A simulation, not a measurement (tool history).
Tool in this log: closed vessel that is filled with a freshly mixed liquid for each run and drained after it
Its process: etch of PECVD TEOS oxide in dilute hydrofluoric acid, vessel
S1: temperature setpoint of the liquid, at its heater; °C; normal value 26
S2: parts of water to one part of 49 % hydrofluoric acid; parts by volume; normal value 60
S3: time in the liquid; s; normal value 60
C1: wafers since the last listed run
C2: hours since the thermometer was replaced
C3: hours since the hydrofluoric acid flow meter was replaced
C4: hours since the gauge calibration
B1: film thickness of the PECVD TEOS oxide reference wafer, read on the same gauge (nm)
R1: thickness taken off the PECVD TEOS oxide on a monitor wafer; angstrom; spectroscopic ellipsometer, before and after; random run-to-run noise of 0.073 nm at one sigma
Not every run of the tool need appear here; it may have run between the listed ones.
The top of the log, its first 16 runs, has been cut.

| run | hour | S1 | S2 | S3 | C1 | C2 | C3 | C4 | B1 | R1 |
|---|---|---|---|---|---|---|---|---|---|---|
| 17 | 838.2 | 29 | 60 | 40 | 4298 | 265 | 101.4 | 1602.2 | 100.03 | 147.2 |
| 18 | 886.1 | 27.5 | 90 | 60 | 6886 | 312.9 | 149.3 | 1650.1 | 99.99 | 132.4 |
| 19 | 918.2 | 21.5 | 70 | 75 | 4615 | 345 | 181.4 | 1682.2 | 100.03 | 173 |
| 20 | 950.5 | 26 | 60 | 60 | 4643 | 377.3 | 213.7 | 1714.5 | 100.05 | 197.1 |
| 21 | 991.5 | 26 | 35 | 60 | 5894 | 418.3 | 254.7 | 1755.5 | 100.05 | 346.8 |
| 22 | 1015.6 | 26 | 60 | 60 | 3464 | 442.4 | 278.8 | 1779.6 | 99.97 | 196.7 |
|  | 1059.4 | gauge calibrated |
|  | 1077.9 | hydrofluoric acid flow meter replaced, repeated, since the last time left the tool worse |
| 23 | 1085.2 | 23 | 40 | 60 | 9862 | 512 | 7.3 | 25.8 | 99.98 | 281.1 |
| 24 | 1119.6 | 21.5 | 75 | 60 | 4945 | 546.4 | 41.7 | 60.2 | 100.01 | 134.1 |
| 25 | 1176.6 | 28 | 60 | 60 | 8195 | 603.4 | 98.7 | 117.2 | 100.02 | 222.9 |
| 26 | 1215.7 | 29.5 | 45 | 60 | 5621 | 642.5 | 137.8 | 156.3 | 99.96 | 321.3 |
| 27 | 1273.7 | 23.5 | 40 | 60 | 8338 | 700.5 | 195.8 | 214.3 | 100.01 | 286.2 |
| 28 | 1305.8 | 28.5 | 60 | 60 | 4615 | 732.6 | 227.9 | 246.4 | 100.01 | 226.5 |
| 29 | 1369.9 | 29 | 50 | 35 | 9215 | 796.7 | 292 | 310.5 | 99.96 | 163.4 |
| 30 | 1436.2 | 26 | 60 | 60 | 9532 | 863 | 358.3 | 376.8 | 100.01 | 203.1 |
| 31 | 1498.4 | 26 | 75 | 60 | 8942 | 925.2 | 420.5 | 439 | 100 | 159.2 |

Expected results for the next run?
| 32 | 1531.3 | 26 | 60 | 60 | 4730 | 958.1 | 453.4 | 471.9 | ? | ? |

Run 32 gave B1 100.01, R1 203.2 angstrom.
With the hidden condition absent and the run-to-run variation left alone, this run would have shown R1 205.2 angstrom.

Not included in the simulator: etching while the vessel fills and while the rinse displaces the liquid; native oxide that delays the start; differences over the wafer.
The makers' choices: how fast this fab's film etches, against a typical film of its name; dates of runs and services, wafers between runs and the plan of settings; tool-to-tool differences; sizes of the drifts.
